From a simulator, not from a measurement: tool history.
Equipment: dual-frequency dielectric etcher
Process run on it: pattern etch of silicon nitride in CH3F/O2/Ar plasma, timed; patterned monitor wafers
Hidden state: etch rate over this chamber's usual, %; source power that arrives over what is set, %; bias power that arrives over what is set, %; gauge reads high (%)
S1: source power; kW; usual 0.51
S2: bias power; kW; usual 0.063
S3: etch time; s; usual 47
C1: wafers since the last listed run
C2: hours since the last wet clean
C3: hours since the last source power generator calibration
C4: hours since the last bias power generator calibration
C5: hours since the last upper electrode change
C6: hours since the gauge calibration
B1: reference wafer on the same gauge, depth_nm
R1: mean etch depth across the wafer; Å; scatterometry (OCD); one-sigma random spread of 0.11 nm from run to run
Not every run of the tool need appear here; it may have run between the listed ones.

run,day,S1,S2,S3,C1,C2,C3,C4,C5,C6,B1,R1
1,0,0.51,0.063,47,0,415.8,3365.8,1534.1,2772.5,29.1,37.96,338.2
2,0.65,0.51,0.059,47,129,431.4,3381.4,1549.7,2788.1,44.7,37.97,328.2
3,1.267,0.51,0.063,47,122,446.2,3396.2,1564.5,2802.9,59.5,37.99,336.9
4,1.625,0.51,0.063,47,71,454.8,3404.8,1573.1,2811.5,68.1,38.01,337.7
5,2.146,0.51,0.063,47,103,467.3,3417.3,1585.6,2824,80.6,38.03,336
6,2.804,0.51,0.063,47,130,483.1,3433.1,1601.4,2839.8,96.4,38.03,335.4
7,3.317,0.51,0.063,47,101,495.4,3445.4,1613.7,2852.1,108.7,38.01,335.8
8,3.812,0.51,0.063,47,98,507.3,3457.3,1625.6,2864,120.6,37.99,333.9
9,4.158,0.51,0.063,47,68,515.6,3465.6,1633.9,2872.3,128.9,37.96,335.7
# day 4.538: source power generator calibrated
10,4.704,0.51,0.063,47,75,528.7,4,1647,2885.4,142,37.97,333.9
11,5.292,0.45,0.063,47,116,542.8,18.1,1661.1,2899.5,156.1,38,324.6
12,5.721,0.45,0.063,47,85,553.1,28.4,1671.4,2909.8,166.4,38,326.3
13,5.971,0.51,0.063,47,49,559.1,34.4,1677.4,2915.8,172.4,37.98,333.5
14,6.483,0.42,0.05,53.5,101,571.4,46.7,1689.7,2928.1,184.7,38.04,338.5
15,7.154,0.42,0.069,47,133,587.5,62.8,1705.8,2944.2,200.8,38.01,330.7
16,7.583,0.51,0.063,47,85,597.8,73.1,1716.1,2954.5,211.1,37.95,334.3
# day 8: bias power generator calibrated
# day 8.038: gauge calibrated
# day 8.646: upper electrode replaced
# day 8.992: wet clean of the chamber
17,9.012,0.51,0.063,55,54,0.5,107.4,24.3,8.8,23.4,38.02,376.4
18,9.025,0.51,0.063,47,2,0.8,107.7,24.6,9.1,23.7,37.98,323.3
19,9.279,0.51,0.063,47,50,6.9,113.8,30.7,15.2,29.8,38.01,322.7
20,9.7,0.46,0.071,41.5,83,17,123.9,40.8,25.3,39.9,38,291.7
# day 11.104: wet clean of the chamber, repeated, since the last time left the tool worse
21,11.417,0.51,0.051,60,142,7.5,165.1,82,66.5,81.1,37.98,410.9
22,11.954,0.47,0.063,47,106,20.4,178,94.9,79.4,94,38.01,337.5
23,12.542,0.62,0.054,61,116,34.5,192.1,109,93.5,108.1,37.98,441.9
24,13.017,0.41,0.047,37.5,94,45.9,203.5,120.4,104.9,119.5,38,237.3
25,13.683,0.51,0.063,47,132,61.9,219.5,136.4,120.9,135.5,37.98,343.7
26,14.025,0.51,0.049,47,67,70.1,227.7,144.6,129.1,143.7,38.02,317

For each run, the measured value with the value that run would have given without the tool's hidden condition subtracted. The run-to-run variation is shared by both, the gauge scatter possibly not:
run,R1
1,-8.6
2,-8.6
3,-9.1
4,-9.2
5,-9.5
6,-9.7
7,-10
8,-10.1
9,-10.3
10,-10.5
11,-10.4
12,-10.7
13,-11
14,-11.5
15,-11.4
16,-11.7
17,-26.8
18,-23
19,-23
20,-21
21,-1.4
22,-1.3
23,-2
24,-1.3
25,-2.1
26,-2

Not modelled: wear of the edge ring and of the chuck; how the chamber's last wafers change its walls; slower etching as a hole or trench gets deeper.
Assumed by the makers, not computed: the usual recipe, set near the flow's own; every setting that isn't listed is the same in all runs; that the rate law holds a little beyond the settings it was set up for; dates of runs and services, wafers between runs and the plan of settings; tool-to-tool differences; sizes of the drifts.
